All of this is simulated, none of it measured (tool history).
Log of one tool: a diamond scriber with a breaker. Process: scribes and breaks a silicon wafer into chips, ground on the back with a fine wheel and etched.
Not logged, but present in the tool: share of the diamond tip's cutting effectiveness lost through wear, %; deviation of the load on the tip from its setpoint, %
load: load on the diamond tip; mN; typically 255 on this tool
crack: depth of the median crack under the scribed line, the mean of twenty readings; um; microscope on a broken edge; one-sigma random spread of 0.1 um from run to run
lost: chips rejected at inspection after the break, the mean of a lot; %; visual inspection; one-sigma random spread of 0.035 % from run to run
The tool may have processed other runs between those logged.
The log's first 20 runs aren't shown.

| run | day | load | wafers since the last listed run | hours since the diamond tip was replaced | hours since the load on the tip was calibrated | incoming depth of the damage left on the back of the incoming wafer, um | crack | lost |
|---|---|---|---|---|---|---|---|---|
| 21 | 22.821 | 286 | 23 | 94.4 | 177.5 | 0.39 | 11.17 | 2.47 |
| 22 | 23.438 | 204 | 25 | 109.2 | 192.3 | 0.55 | 8.72 | 2.43 |
| 23 | 23.946 | 325 | 20 | 121.4 | 204.5 | 0.78 | 12.15 | 6.82 |
| 24 | 24.708 | 300 | 31 | 139.7 | 222.8 | 0.72 | 11.70 | 4.05 |
| 25 | 25.383 | 304 | 27 | 155.9 | 239.0 | 0.63 | 11.79 | 4.63 |
| 26 | 26.212 | 209 | 34 | 175.8 | 258.9 | 0.71 | 9.08 | 1.60 |
|  | 26.779 | diamond tip replaced by a new one |
| 27 | 27.033 | 324 | 30 | 6.1 | 278.6 | 0.60 | 12.14 | 6.92 |
| 28 | 28.196 | 318 | 47 | 34.0 | 306.5 | 0.34 | 12.25 | 6.97 |
| 29 | 28.896 | 235 | 28 | 50.8 | 323.3 | 0.36 | 9.89 | 0.70 |
| 30 | 29.492 | 255 | 24 | 65.1 | 337.6 | 0.55 | 10.64 | 1.12 |
| 31 | 30.825 | 255 | 54 | 97.1 | 369.6 | 0.78 | 10.78 | 1.37 |
| 32 | 31.462 | 255 | 26 | 112.4 | 384.9 | 0.63 | 10.66 | 1.32 |
| 33 | 32.933 | 255 | 60 | 147.7 | 420.2 | 0.32 | 10.46 | 1.36 |
|  | 34.392 | diamond tip replaced by a new one |
| 34 | 35.171 | 284 | 88 | 18.7 | 473.9 | 0.59 | 11.33 | 3.89 |
| 35 | 36.108 | 183 | 38 | 41.2 | 496.4 | 0.64 | 8.57 | 4.09 |
| 36 | 37.575 | 226 | 60 | 76.4 | 531.6 | 0.47 | 9.85 | 0.73 |
| 37 | 38.692 | 229 | 45 | 103.2 | 558.4 | 0.35 | 10.06 | 0.72 |

Below are 3 alternative next runs, each starting from the tool's condition after run 37. Predict each:
| A | 38.717 | 255 | 1 | 103.8 | 559.0 | 0.55 | ? | ? |
| B | 38.717 | 210 | 1 | 103.8 | 559.0 | 0.55 | ? | ? |
| C | 38.717 | 191 | 1 | 103.8 | 559.0 | 0.55 | ? | ? |

| run | crack | lost |
|---|---|---|
| A | 10.58 | 1.52 |
| B | 9.26 | 1.16 |
| C | 8.67 | 2.83 |
Had the tool no hidden state, the same runs would have come out as:
| run | crack | lost |
|---|---|---|
| A | 9.80 | 0.69 |
| B | 8.58 | 3.22 |
| C | 8.04 | 6.22 |

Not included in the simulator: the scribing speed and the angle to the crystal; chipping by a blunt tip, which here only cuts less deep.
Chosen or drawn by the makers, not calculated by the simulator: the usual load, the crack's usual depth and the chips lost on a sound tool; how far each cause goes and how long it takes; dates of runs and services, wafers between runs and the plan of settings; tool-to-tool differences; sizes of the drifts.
